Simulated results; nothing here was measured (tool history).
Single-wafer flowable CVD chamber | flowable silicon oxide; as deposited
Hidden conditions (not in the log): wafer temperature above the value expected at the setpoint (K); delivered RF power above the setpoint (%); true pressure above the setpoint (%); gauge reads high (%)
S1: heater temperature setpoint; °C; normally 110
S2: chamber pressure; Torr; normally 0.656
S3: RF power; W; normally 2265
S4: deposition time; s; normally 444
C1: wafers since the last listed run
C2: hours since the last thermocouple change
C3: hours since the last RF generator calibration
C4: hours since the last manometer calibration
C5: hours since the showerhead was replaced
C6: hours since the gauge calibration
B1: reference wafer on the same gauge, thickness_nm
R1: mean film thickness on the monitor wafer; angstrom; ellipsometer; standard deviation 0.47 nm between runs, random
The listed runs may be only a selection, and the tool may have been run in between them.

| run | day | S1 | S2 | S3 | S4 | C1 | C2 | C3 | C4 | C5 | C6 | B1 | R1 |
|---|---|---|---|---|---|---|---|---|---|---|---|---|---|
| 1 | 0.000 | 110 | 0.656 | 2265 | 444 | 0 | 1598.3 | 1182.7 | 1889.4 | 7275.6 | 783.9 | 113.818 | 1380.18 |
| 2 | 1.038 | 110 | 0.656 | 2265 | 444 | 131 | 1623.2 | 1207.6 | 1914.3 | 7300.5 | 808.8 | 114.139 | 1383.10 |
| 3 | 1.788 | 110 | 0.693 | 2460 | 444 | 94 | 1641.2 | 1225.6 | 1932.3 | 7318.5 | 826.8 | 114.122 | 1486.01 |
| 4 | 2.529 | 110 | 0.693 | 2460 | 444 | 93 | 1659.0 | 1243.4 | 1950.1 | 7336.3 | 844.6 | 114.021 | 1483.77 |
| 5 | 3.438 | 110 | 0.656 | 2265 | 444 | 114 | 1680.8 | 1265.2 | 1971.9 | 7358.1 | 866.4 | 114.024 | 1382.57 |
| 6 | 4.221 | 110 | 0.656 | 2265 | 444 | 99 | 1699.6 | 1284.0 | 1990.7 | 7376.9 | 885.2 | 114.003 | 1380.80 |
|  | 4.258 | gauge calibrated |
| 7 | 4.904 | 123 | 0.656 | 1970 | 356 | 86 | 1716.0 | 1300.4 | 2007.1 | 7393.3 | 15.5 | 113.882 | 693.43 |
| 8 | 6.367 | 110 | 0.513 | 2265 | 370 | 185 | 1751.1 | 1335.5 | 2042.2 | 7428.4 | 50.6 | 113.955 | 897.25 |
| 9 | 7.717 | 110 | 0.656 | 2710 | 444 | 170 | 1783.5 | 1367.9 | 2074.6 | 7460.8 | 83.0 | 114.115 | 1416.33 |
|  | 8.967 | RF generator calibrated |
| 10 | 8.988 | 118 | 0.656 | 2265 | 444 | 118 | 1814.0 | 0.5 | 2105.1 | 7491.3 | 113.5 | 114.113 | 1063.82 |
| 11 | 9.767 | 110 | 0.656 | 1910 | 444 | 98 | 1832.7 | 19.2 | 2123.8 | 7510.0 | 132.2 | 113.947 | 1369.03 |
|  | 11.404 | showerhead replaced |
| 12 | 11.425 | 110 | 0.656 | 2265 | 444 | 167 | 1872.5 | 59.0 | 2163.6 | 0.5 | 172.0 | 113.994 | 1396.55 |
|  | 12.496 | thermocouple changed; heater temperature recalibrated |
| 13 | 12.517 | 96 | 0.777 | 2570 | 483 | 95 | 0.5 | 85.2 | 2189.8 | 26.7 | 198.2 | 114.024 | 3123.77 |
| 14 | 13.546 | 110 | 0.807 | 2265 | 444 | 130 | 25.2 | 109.9 | 2214.5 | 51.4 | 222.9 | 113.951 | 1727.74 |
| 15 | 14.638 | 110 | 0.656 | 2265 | 444 | 138 | 51.4 | 136.1 | 2240.7 | 77.6 | 249.1 | 114.019 | 1397.45 |
| 16 | 15.929 | 110 | 0.578 | 2265 | 444 | 163 | 82.4 | 167.1 | 2271.7 | 108.6 | 280.1 | 113.908 | 1230.82 |
|  | 16.933 | capacitance manometer re-zeroed and calibrated |
| 17 | 17.121 | 110 | 0.656 | 2705 | 444 | 108 | 111.0 | 195.7 | 4.5 | 137.2 | 308.7 | 114.044 | 1445.09 |
| 18 | 18.608 | 110 | 0.656 | 2520 | 504 | 188 | 146.7 | 231.4 | 40.2 | 172.9 | 344.4 | 113.985 | 1607.65 |
| 19 | 20.025 | 110 | 0.656 | 2540 | 444 | 179 | 180.7 | 265.4 | 74.2 | 206.9 | 378.4 | 113.864 | 1422.41 |
| 20 | 20.646 | 96 | 0.656 | 2495 | 444 | 78 | 195.6 | 280.3 | 89.1 | 221.8 | 393.3 | 114.049 | 2409.17 |
| 21 | 21.225 | 119 | 0.656 | 2380 | 393 | 73 | 209.5 | 294.2 | 103.0 | 235.7 | 407.2 | 113.946 | 907.33 |
| 22 | 21.808 | 110 | 0.656 | 2265 | 444 | 73 | 223.5 | 308.2 | 117.0 | 249.7 | 421.2 | 113.959 | 1393.20 |
| 23 | 22.600 | 110 | 0.656 | 2265 | 444 | 100 | 242.5 | 327.2 | 136.0 | 268.7 | 440.2 | 114.182 | 1389.34 |
| 24 | 23.133 | 96 | 0.576 | 2060 | 526 | 67 | 255.3 | 340.0 | 148.8 | 281.5 | 453.0 | 113.917 | 2409.33 |
| 25 | 24.533 | 110 | 0.656 | 2265 | 444 | 177 | 288.9 | 373.6 | 182.4 | 315.1 | 486.6 | 113.941 | 1397.57 |
| 26 | 25.292 | 110 | 0.656 | 2265 | 444 | 95 | 307.1 | 391.8 | 200.6 | 333.3 | 504.8 | 113.956 | 1391.35 |

Forecast run 27:
| 27 | 26.254 | 110 | 0.656 | 2265 | 444 | 121 | 330.2 | 414.9 | 223.7 | 356.4 | 527.9 | ? | ? |

{"run 27": {"B1": 114.031, "R1": 1386.96}}
Were there no unlogged condition in the tool, this run, its random variation unchanged, would have produced R1 1399.39 angstrom.
